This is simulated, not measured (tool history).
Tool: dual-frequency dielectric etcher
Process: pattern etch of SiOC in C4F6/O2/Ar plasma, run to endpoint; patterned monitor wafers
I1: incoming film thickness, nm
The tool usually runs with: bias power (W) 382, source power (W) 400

{"run": 1, "hour": 0.0, "bias power (W)": 382, "source power (W)": 480, "I1": 52.7, "endpoint time (s)": 20.5}
{"run": 2, "hour": 12.0, "bias power (W)": 382, "source power (W)": 360, "I1": 52.7, "endpoint time (s)": 23.8}
{"run": 3, "hour": 47.4, "bias power (W)": 382, "source power (W)": 360, "I1": 52.7, "endpoint time (s)": 23.8}
{"run": 4, "hour": 64.6, "bias power (W)": 382, "source power (W)": 330, "I1": 52.7, "endpoint time (s)": 24.6}
{"run": 5, "hour": 87.7, "bias power (W)": 382, "source power (W)": 330, "I1": 52.9, "endpoint time (s)": 24.6}
{"run": 6, "hour": 122.1, "bias power (W)": 382, "source power (W)": 400, "I1": 52.8, "endpoint time (s)": 22.7}
{"hour": 203.0, "done": "wet clean of the chamber"}
{"run": 7, "hour": 214.3, "bias power (W)": 325, "source power (W)": 400, "I1": 53.1, "endpoint time (s)": 23.3}
{"run": 8, "hour": 234.7, "bias power (W)": 325, "source power (W)": 400, "I1": 53.3, "endpoint time (s)": 23.2}
{"run": 9, "hour": 248.4, "bias power (W)": 382, "source power (W)": 400, "I1": 52.4, "endpoint time (s)": 21.2}
{"run": 10, "hour": 281.9, "bias power (W)": 382, "source power (W)": 400, "I1": 52.8, "endpoint time (s)": 21.3}
{"hour": 305.4, "done": "source power generator calibrated"}
{"run": 11, "hour": 308.0, "bias power (W)": 382, "source power (W)": 400, "I1": 52.8, "endpoint time (s)": 21.5}
{"run": 12, "hour": 331.9, "bias power (W)": 382, "source power (W)": 400, "I1": 52.8, "endpoint time (s)": 21.8}
{"run": 13, "hour": 361.2, "bias power (W)": 328, "source power (W)": 330, "I1": 52.4, "endpoint time (s)": 25.4}
{"run": 14, "hour": 376.9, "bias power (W)": 337, "source power (W)": 310, "I1": 52.2, "endpoint time (s)": 25.7}
{"hour": 414.0, "done": "upper electrode replaced"}
{"run": 15, "hour": 414.5, "bias power (W)": 382, "source power (W)": 400, "I1": 52.1, "endpoint time (s)": 21.8}
{"run": 16, "hour": 438.9, "bias power (W)": 382, "source power (W)": 350, "I1": 52.3, "endpoint time (s)": 23.0}
{"run": 17, "hour": 466.3, "bias power (W)": 382, "source power (W)": 470, "I1": 52.8, "endpoint time (s)": 20.4}
{"run": 18, "hour": 492.6, "bias power (W)": 350, "source power (W)": 430, "I1": 53.1, "endpoint time (s)": 22.0}
{"hour": 508.1, "done": "bias power generator calibrated"}
{"run": 19, "hour": 508.6, "bias power (W)": 432, "source power (W)": 310, "I1": 52.4, "endpoint time (s)": 22.9}
{"run": 20, "hour": 540.2, "bias power (W)": 325, "source power (W)": 400, "I1": 52.8, "endpoint time (s)": 23.9}
{"run": 21, "hour": 572.6, "bias power (W)": 382, "source power (W)": 400, "I1": 53.1, "endpoint time (s)": 22.3}

Run 22 is up next; what results do you expect?
{"run": 22, "hour": 597.4, "bias power (W)": 333, "source power (W)": 300, "I1": 52.8, "endpoint time (s)": "?"}

endpoint time (s): 27.1
With no hidden state in the tool, this same run would have given endpoint time (s) 26.2.
